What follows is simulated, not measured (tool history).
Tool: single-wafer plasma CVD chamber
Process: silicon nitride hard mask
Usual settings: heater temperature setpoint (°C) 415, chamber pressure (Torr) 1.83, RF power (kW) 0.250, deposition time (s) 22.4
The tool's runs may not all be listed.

run,hour,heater temperature setpoint (°C),chamber pressure (Torr),RF power (kW),deposition time (s),"read-back reference wafer on the same gauge, thickness_nm",mean film thickness on the monitor wafer (nm)
1,0.0,415,1.83,0.250,22.4,19.501,23.240
2,43.8,424,1.68,0.250,22.4,19.500,22.675
3,74.1,424,1.68,0.250,22.4,19.501,22.707
4,135.0,424,1.68,0.250,22.4,19.497,22.628
5,201.7,415,1.83,0.250,22.4,19.510,23.022
6,232.6,415,2.24,0.290,22.4,19.497,27.477
7,287.9,421,1.83,0.250,20.7,19.503,21.173
8,409.0,400,2.13,0.235,19.6,19.503,19.499
9,462.4,415,2.16,0.250,20.3,19.507,21.408
10,497.2,415,2.25,0.210,24.9,19.491,22.020
11,530.8,403,2.24,0.275,18.5,19.503,21.772
12,664.2,415,1.83,0.235,20.5,19.502,19.355
13,705.0,415,1.50,0.250,26.8,19.503,26.045
14,760.5,415,1.83,0.250,22.4,19.499,22.464
15,821.2,429,1.50,0.250,23.7,19.495,22.769
16,941.2,409,2.28,0.270,18.6,19.502,20.822
17,973.4,415,1.83,0.250,22.4,19.502,22.575
18,1027.0,411,1.96,0.250,22.4,19.494,22.809
19,1057.3,415,1.67,0.220,22.4,19.501,19.284
20,1100.5,415,1.83,0.285,22.4,19.510,25.407
21,1167.4,415,1.83,0.250,22.4,19.498,22.309
22,1211.0,415,1.83,0.250,22.4,19.494,22.223
23,1268.9,415,1.83,0.250,22.4,19.505,22.324
24,1306.8,415,1.83,0.250,23.8,19.501,23.860
25,1357.1,415,1.83,0.300,26.1,19.496,30.915
26,1415.5,408,2.11,0.295,24.3,19.500,29.144
27,1476.1,415,1.83,0.250,24.9,19.496,24.872
28,1513.5,415,1.83,0.250,25.6,19.506,25.612

Not shown: 4 entries that the log had between the listed runs. Between which runs, and how does the tool's hidden state differ before and after?
Between runs 1 and 2: gauge calibrated (hour 38.1)
  delivered RF power above the setpoint (%): -1.06 -> -1.27; true pressure above the setpoint (%): 3.88 -> 4.18
  measured less the result without the state, mean film thickness on the monitor wafer (nm): -0.073 -> -0.106
Between runs 11 and 12: capacitance manometer re-zeroed and calibrated (hour 648.1)
  delivered RF power above the setpoint (%): -2.92 -> -3.22; true pressure above the setpoint (%): 8.2 -> -0.193
  measured less the result without the state, mean film thickness on the monitor wafer (nm): -0.306 -> -0.669
Between runs 14 and 15: thermocouple changed; heater temperature recalibrated (hour 800.8)
  delivered RF power above the setpoint (%): -3.4 -> -3.5; true pressure above the setpoint (%): -0.156 -> -0.104
  measured less the result without the state, mean film thickness on the monitor wafer (nm): -0.777 -> -0.811
Between runs 16 and 17: showerhead replaced (hour 958.9)
  delivered RF power above the setpoint (%): -3.68 -> -3.72; true pressure above the setpoint (%): 0.0645 -> 0.124
  measured less the result without the state, mean film thickness on the monitor wafer (nm): -0.763 -> -0.846

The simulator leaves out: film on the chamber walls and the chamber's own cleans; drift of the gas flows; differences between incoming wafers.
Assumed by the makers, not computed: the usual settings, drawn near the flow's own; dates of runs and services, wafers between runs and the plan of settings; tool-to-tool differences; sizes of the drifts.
